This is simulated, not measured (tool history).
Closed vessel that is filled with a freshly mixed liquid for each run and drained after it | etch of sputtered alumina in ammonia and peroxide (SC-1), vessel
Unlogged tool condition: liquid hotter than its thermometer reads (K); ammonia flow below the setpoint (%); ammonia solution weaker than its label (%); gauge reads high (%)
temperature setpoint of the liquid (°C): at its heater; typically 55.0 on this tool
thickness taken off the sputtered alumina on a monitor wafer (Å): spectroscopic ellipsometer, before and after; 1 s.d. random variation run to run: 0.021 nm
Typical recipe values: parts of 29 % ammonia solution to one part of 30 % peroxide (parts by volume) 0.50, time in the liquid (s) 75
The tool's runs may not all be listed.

run	hour	temperature setpoint of the liquid (°C)	parts of 29 % ammonia solution to one part of 30 % peroxide (parts by volume)	time in the liquid (s)	wafers since the last listed run	hours since the thermometer was replaced	hours since the ammonia flow meter was replaced	hours since the drum of ammonia solution was connected	hours since the gauge calibration	read-back film thickness of the sputtered alumina reference wafer, read on the same gauge (nm)	thickness taken off the sputtered alumina on a monitor wafer (Å)
1	0.0	55.0	0.35	75	0	903.7	553.7	34.2	1145.5	150.02	80.5
2	80.8	55.0	0.35	75	5470	984.5	634.5	115.0	1226.3	149.96	80.8
3	164.6	55.0	0.50	75	5673	1068.3	718.3	198.8	1310.1	149.98	82.7
4	217.2	55.0	0.50	75	3561	1120.9	770.9	251.4	1362.7	150.00	82.7
5	256.9	55.0	0.50	75	2687	1160.6	810.6	291.1	1402.4	150.02	82.3
# hour 262.8: ammonia flow meter replaced
# hour 310.3: thermometer replaced
6	310.8	55.0	0.50	75	3513	0.5	48.0	345.0	1456.3	150.01	83.7
7	392.5	55.0	0.50	75	5531	82.2	129.7	426.7	1538.0	149.99	82.9
# hour 400.0: new drum of ammonia solution connected
8	439.9	55.0	0.50	75	3141	129.6	177.1	39.9	1585.4	149.97	83.6
9	505.5	55.0	0.50	75	4441	195.2	242.7	105.5	1651.0	150.00	83.2
10	603.0	58.5	0.60	75	6600	292.7	340.2	203.0	1748.5	150.01	101.8
11	673.0	55.0	0.50	75	4739	362.7	410.2	273.0	1818.5	150.01	82.9
# hour 749.8: gauge calibrated
12	758.7	62.0	0.50	75	5801	448.4	495.9	358.7	8.9	150.01	119.0
13	808.4	50.5	0.60	75	3364	498.1	545.6	408.4	58.6	149.99	65.8
14	883.9	63.5	0.65	75	5111	573.6	621.1	483.9	134.1	150.00	130.3
# hour 932.2: new drum of ammonia solution connected
15	936.6	59.0	0.40	85	3500	626.3	673.8	4.4	186.8	149.97	113.7
16	1005.3	47.5	0.65	45	4651	695.0	742.5	73.1	255.5	149.99	33.8
17	1103.5	55.0	0.50	75	6648	793.2	840.7	171.3	353.7	150.00	82.7
# hour 1170.3: ammonia flow meter replaced
18	1188.1	58.0	0.70	105	5659	877.8	17.8	255.9	438.3	150.00	141.0
19	1228.2	55.0	0.50	75	2714	917.9	57.9	296.0	478.4	150.00	83.1
20	1321.5	55.0	0.50	75	6316	1011.2	151.2	389.3	571.7	149.99	83.0
21	1373.3	50.0	0.70	90	3506	1063.0	203.0	441.1	623.5	149.98	78.0
22	1412.5	55.0	0.50	75	2653	1102.2	242.2	480.3	662.7	150.01	82.4
# hour 1462.7: new drum of ammonia solution connected
23	1503.4	55.0	0.50	75	6086	1193.1	333.1	40.7	753.6	149.99	82.9
24	1566.0	61.5	0.30	75	4238	1255.7	395.7	103.3	816.2	150.01	111.4
25	1649.1	55.0	0.60	115	5625	1338.8	478.8	186.4	899.3	150.01	129.0
26	1687.1	55.0	0.30	50	2572	1376.8	516.8	224.4	937.3	150.00	52.6
# hour 1705.4: thermometer replaced
27	1768.9	55.0	0.35	90	5470	63.5	598.6	306.2	1019.1	150.02	95.6

5 ways to go on from here, each from the tool as it stands after run 27. What would each give?
A	1769.6	55.0	0.50	75	47	64.2	599.3	306.9	1019.8	?	?
B	1769.6	46.5	0.50	75	47	64.2	599.3	306.9	1019.8	?	?
C	1769.6	51.5	0.50	75	47	64.2	599.3	306.9	1019.8	?	?
D	1769.6	47.5	0.75	100	47	64.2	599.3	306.9	1019.8	?	?
E	1769.6	47.0	0.55	120	47	64.2	599.3	306.9	1019.8	?	?

run	read-back film thickness of the sputtered alumina reference wafer, read on the same gauge (nm)	thickness taken off the sputtered alumina on a monitor wafer (Å)
A	150.02	82.5
B	150.02	51.8
C	150.02	68.3
D	150.02	75.9
E	150.02	86.0
With no hidden state in the tool, these same runs would have given:
run	thickness taken off the sputtered alumina on a monitor wafer (Å)
A	84.1
B	52.8
C	69.7
D	77.4
E	87.7

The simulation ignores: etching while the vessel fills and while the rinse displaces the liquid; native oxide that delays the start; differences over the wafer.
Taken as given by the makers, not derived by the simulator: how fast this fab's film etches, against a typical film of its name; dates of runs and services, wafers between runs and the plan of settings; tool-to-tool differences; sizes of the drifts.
